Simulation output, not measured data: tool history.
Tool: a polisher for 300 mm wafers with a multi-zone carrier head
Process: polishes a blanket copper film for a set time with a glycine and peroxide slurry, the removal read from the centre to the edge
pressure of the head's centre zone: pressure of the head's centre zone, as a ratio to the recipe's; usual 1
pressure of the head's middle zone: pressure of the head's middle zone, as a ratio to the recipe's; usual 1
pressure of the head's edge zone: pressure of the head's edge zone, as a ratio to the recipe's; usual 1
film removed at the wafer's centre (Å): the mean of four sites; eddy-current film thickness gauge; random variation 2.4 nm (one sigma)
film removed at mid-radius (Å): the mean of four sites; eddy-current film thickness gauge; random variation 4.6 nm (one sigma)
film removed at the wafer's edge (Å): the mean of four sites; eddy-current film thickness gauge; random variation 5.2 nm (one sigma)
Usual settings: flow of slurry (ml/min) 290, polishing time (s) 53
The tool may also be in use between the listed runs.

run,hour,flow of slurry (ml/min),pressure of the head's centre zone,pressure of the head's middle zone,pressure of the head's edge zone,polishing time (s),"incoming thickness of the incoming film, nm",film removed at the wafer's centre (Å),film removed at mid-radius (Å),film removed at the wafer's edge (Å)
1,0,250,1,1,1,53,2225.9,3394,3487,3561
2,90.3,290,1,1,1,53,2221.7,3402,3578,3559
3,185.4,290,0.9,1,1,35,2247.4,2044,2312,2305
# hour 237.3: slurry nozzle cleaned
4,255.3,290,1,1,1,40,2279.8,2721,2779,2777
# hour 301: edge zone pressure recalibrated
5,320.9,290,1,1,1,53,2291.3,3557,3681,3663
# hour 504.2: worn pad replaced by a new one
6,605,290,0.9,1,1.1,53,2263.6,3118,3628,3760
7,671.1,240,1,1,0.91,42,2285.5,2665,2724,2639
8,777,290,1,1,1,53,2263.3,3421,3540,3508
9,873.5,290,1,1,1,53,2262.4,3370,3504,3603
# hour 904: edge zone pressure recalibrated
# hour 905.4: slurry nozzle cleaned
10,1128.1,290,1,1,1,53,2268.5,3480,3622,3525
# hour 1214: centre zone pressure recalibrated
11,1221.7,290,0.88,1,1,53,2257.5,3007,3565,3656
# hour 1256: worn pad replaced by a new one
12,1292.1,290,1.06,1.04,1,46,2266.1,3178,3206,3106
13,1337.5,245,1.07,1,0.94,46,2257.1,3101,2974,2931
14,1401.8,290,1,1,1.07,39,2263.5,2511,2545,2639
15,1490.2,290,1,1,0.93,64,2280.3,4097,4218,4063
# hour 1504.1: slurry nozzle cleaned
16,1537.2,360,1,1,1,40,2251.3,2740,2775,2777
17,1597.8,290,0.95,1,1.08,72,2272.5,4561,5061,5104
# hour 1632: carrier head's membrane replaced by a new one
18,1691.8,290,0.9,1,1,35,2217.9,2052,2422,2371
# hour 1706.7: edge zone pressure recalibrated
19,1792.4,290,1,1,1,53,2292.5,3480,3589,3651
# hour 1854.6: worn pad replaced by a new one
20,1888.1,290,1,1,1,53,2282.6,3458,3564,3542
21,1926.7,290,1,1.11,0.95,46,2289.9,2957,3341,3028

Forecast each of these 5 alternatives for the next run:
A,1927.1,290,1,1,1.12,53,2262.4,?,?,?
B,1927.1,290,1,1.06,0.9,60,2262.4,?,?,?
C,1927.1,320,0.97,1,1,46,2262.4,?,?,?
D,1927.1,290,1,1.03,0.96,53,2262.4,?,?,?
E,1927.1,340,1,1.1,1,53,2262.4,?,?,?

run,film removed at the wafer's centre (Å),film removed at mid-radius (Å),film removed at the wafer's edge (Å)
A,3415,3504,3705
B,3867,4169,3770
C,2912,3078,3067
D,3415,3593,3433
E,3489,3873,3547
Without the tool's hidden state the same runs would have given:
run,film removed at the wafer's centre (Å),film removed at mid-radius (Å),film removed at the wafer's edge (Å)
A,3598,3673,3839
B,4075,4371,3906
C,3056,3216,3169
D,3599,3767,3557
E,3652,4036,3660
